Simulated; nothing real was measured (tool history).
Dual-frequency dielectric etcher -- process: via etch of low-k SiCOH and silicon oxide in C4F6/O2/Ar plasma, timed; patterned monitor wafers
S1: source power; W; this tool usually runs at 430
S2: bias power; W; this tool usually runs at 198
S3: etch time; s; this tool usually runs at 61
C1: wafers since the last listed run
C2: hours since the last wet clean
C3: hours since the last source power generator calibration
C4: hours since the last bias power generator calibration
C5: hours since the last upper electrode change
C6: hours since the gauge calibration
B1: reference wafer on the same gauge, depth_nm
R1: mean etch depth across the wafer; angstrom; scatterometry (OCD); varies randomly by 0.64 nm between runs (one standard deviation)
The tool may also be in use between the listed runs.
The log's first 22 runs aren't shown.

run   hour   S1   S2    S3   C1     C2     C3      C4     C5     C6     B1    R1
 23  312.5  430  169    61   31   76.5  143.3    4622    5.2  139.8    162  1554
 24  327.3  490  220  74.5  106   91.3  158.1  4636.8     20  154.6  161.9  2219
     335.3  -- bias power generator calibrated
 25  342.3  430  152  45.5   79  106.3  173.1       7     35  169.6    162  1119
 26  356.1  480  198    69   99  120.1  186.9    20.8   48.8  183.4    162  1944
 27  373.7  320  198    61  126  137.7  204.5    38.4   66.4    201    162  1415
 28  390.5  480  244    43  120  154.5  221.3    55.2   83.2  217.8    162  1292
 29  406.4  430  240    61  114  170.4  237.2    71.1   99.1  233.7  162.1  1739
 30  422.3  430  169    61  114  186.3  253.1      87    115  249.6  162.1  1537
 31  433.9  430  183    61   83  197.9  264.7    98.6  126.6  261.2    162  1585

3 options for the next run, each taken on its own from the tool as it stands now. Forecast them:
  A  434.3  430  198    61   2  198.3  265.1  99  127  261.6   ?   ?
  B  434.3  430  180    61   2  198.3  265.1  99  127  261.6   ?   ?
  C  434.3  470  198  66.5   2  198.3  265.1  99  127  261.6   ?   ?

run     B1    R1
  A  162.1  1621
  B  162.1  1569
  C  162.1  1838
With the hidden condition removed and each run's random variation left untouched, the same runs would have given:
run    R1
  A  1654
  B  1602
  C  1876

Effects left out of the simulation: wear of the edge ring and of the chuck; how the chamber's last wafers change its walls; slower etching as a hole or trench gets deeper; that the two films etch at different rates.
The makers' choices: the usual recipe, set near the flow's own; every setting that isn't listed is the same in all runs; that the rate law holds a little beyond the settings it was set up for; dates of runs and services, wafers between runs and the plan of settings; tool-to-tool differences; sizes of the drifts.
